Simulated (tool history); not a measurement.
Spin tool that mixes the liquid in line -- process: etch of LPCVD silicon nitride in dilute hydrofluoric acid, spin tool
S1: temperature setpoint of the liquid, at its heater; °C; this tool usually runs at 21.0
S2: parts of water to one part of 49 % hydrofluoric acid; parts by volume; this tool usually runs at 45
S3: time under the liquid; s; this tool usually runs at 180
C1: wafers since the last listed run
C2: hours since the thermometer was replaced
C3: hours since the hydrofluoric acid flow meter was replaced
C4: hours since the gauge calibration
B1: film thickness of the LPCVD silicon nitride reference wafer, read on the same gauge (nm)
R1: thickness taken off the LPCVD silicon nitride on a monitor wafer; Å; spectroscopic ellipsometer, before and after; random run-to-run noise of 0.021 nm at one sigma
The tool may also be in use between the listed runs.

{"run": 1, "hour": 0.0, "S1": 21.0, "S2": 45, "S3": 180, "C1": 0, "C2": 459.3, "C3": 558.4, "C4": 1254.6, "B1": 59.983, "R1": 14.39}
{"run": 2, "hour": 241.2, "S1": 21.0, "S2": 45, "S3": 100, "C1": 1154, "C2": 700.5, "C3": 799.6, "C4": 1495.8, "B1": 60.015, "R1": 7.96}
{"run": 3, "hour": 279.6, "S1": 21.0, "S2": 55, "S3": 180, "C1": 183, "C2": 738.9, "C3": 838.0, "C4": 1534.2, "B1": 60.031, "R1": 11.49}
{"run": 4, "hour": 325.9, "S1": 21.0, "S2": 45, "S3": 180, "C1": 221, "C2": 785.2, "C3": 884.3, "C4": 1580.5, "B1": 60.015, "R1": 14.29}
{"run": 5, "hour": 386.3, "S1": 21.0, "S2": 45, "S3": 180, "C1": 289, "C2": 845.6, "C3": 944.7, "C4": 1640.9, "B1": 60.015, "R1": 14.24}
{"run": 6, "hour": 457.0, "S1": 21.0, "S2": 45, "S3": 260, "C1": 338, "C2": 916.3, "C3": 1015.4, "C4": 1711.6, "B1": 59.998, "R1": 20.94}
{"run": 7, "hour": 501.9, "S1": 21.0, "S2": 45, "S3": 260, "C1": 214, "C2": 961.2, "C3": 1060.3, "C4": 1756.5, "B1": 60.025, "R1": 20.52}
{"run": 8, "hour": 592.2, "S1": 21.0, "S2": 45, "S3": 260, "C1": 432, "C2": 1051.5, "C3": 1150.6, "C4": 1846.8, "B1": 60.023, "R1": 21.03}
{"run": 9, "hour": 656.8, "S1": 21.0, "S2": 45, "S3": 180, "C1": 309, "C2": 1116.1, "C3": 1215.2, "C4": 1911.4, "B1": 59.987, "R1": 14.69}
{"run": 10, "hour": 712.8, "S1": 21.0, "S2": 60, "S3": 180, "C1": 268, "C2": 1172.1, "C3": 1271.2, "C4": 1967.4, "B1": 60.012, "R1": 10.91}
{"run": 11, "hour": 770.4, "S1": 21.0, "S2": 45, "S3": 145, "C1": 275, "C2": 1229.7, "C3": 1328.8, "C4": 2025.0, "B1": 60.006, "R1": 11.49}
{"run": 12, "hour": 834.9, "S1": 21.0, "S2": 45, "S3": 230, "C1": 308, "C2": 1294.2, "C3": 1393.3, "C4": 2089.5, "B1": 60.0, "R1": 18.46}
{"hour": 894.5, "done": "thermometer replaced"}
{"run": 13, "hour": 895.2, "S1": 21.0, "S2": 45, "S3": 230, "C1": 283, "C2": 0.7, "C3": 1453.6, "C4": 2149.8, "B1": 60.019, "R1": 17.99}
{"run": 14, "hour": 935.6, "S1": 21.0, "S2": 45, "S3": 230, "C1": 193, "C2": 41.1, "C3": 1494.0, "C4": 2190.2, "B1": 60.009, "R1": 18.41}
{"run": 15, "hour": 1024.6, "S1": 21.0, "S2": 45, "S3": 120, "C1": 426, "C2": 130.1, "C3": 1583.0, "C4": 2279.2, "B1": 59.981, "R1": 9.47}
{"run": 16, "hour": 1118.8, "S1": 21.0, "S2": 45, "S3": 180, "C1": 451, "C2": 224.3, "C3": 1677.2, "C4": 2373.4, "B1": 60.046, "R1": 14.67}
{"run": 17, "hour": 1209.5, "S1": 21.0, "S2": 45, "S3": 180, "C1": 434, "C2": 315.0, "C3": 1767.9, "C4": 2464.1, "B1": 59.993, "R1": 14.53}
{"run": 18, "hour": 1308.7, "S1": 24.0, "S2": 35, "S3": 180, "C1": 475, "C2": 414.2, "C3": 1867.1, "C4": 2563.3, "B1": 59.975, "R1": 22.7}
{"hour": 1312.9, "done": "gauge calibrated"}
{"run": 19, "hour": 1394.5, "S1": 23.5, "S2": 55, "S3": 180, "C1": 410, "C2": 500.0, "C3": 1952.9, "C4": 81.6, "B1": 60.001, "R1": 13.72}

Run 20 has not been measured yet. What should we expect?
{"run": 20, "hour": 1446.0, "S1": 21.0, "S2": 45, "S3": 180, "C1": 246, "C2": 551.5, "C3": 2004.4, "C4": 133.1, "B1": "?", "R1": "?"}

B1: 60.004
R1: 14.10 Å
Take away the tool's hidden state, keep the run-to-run variation as it was, and the same run would have given R1 14.10 Å.
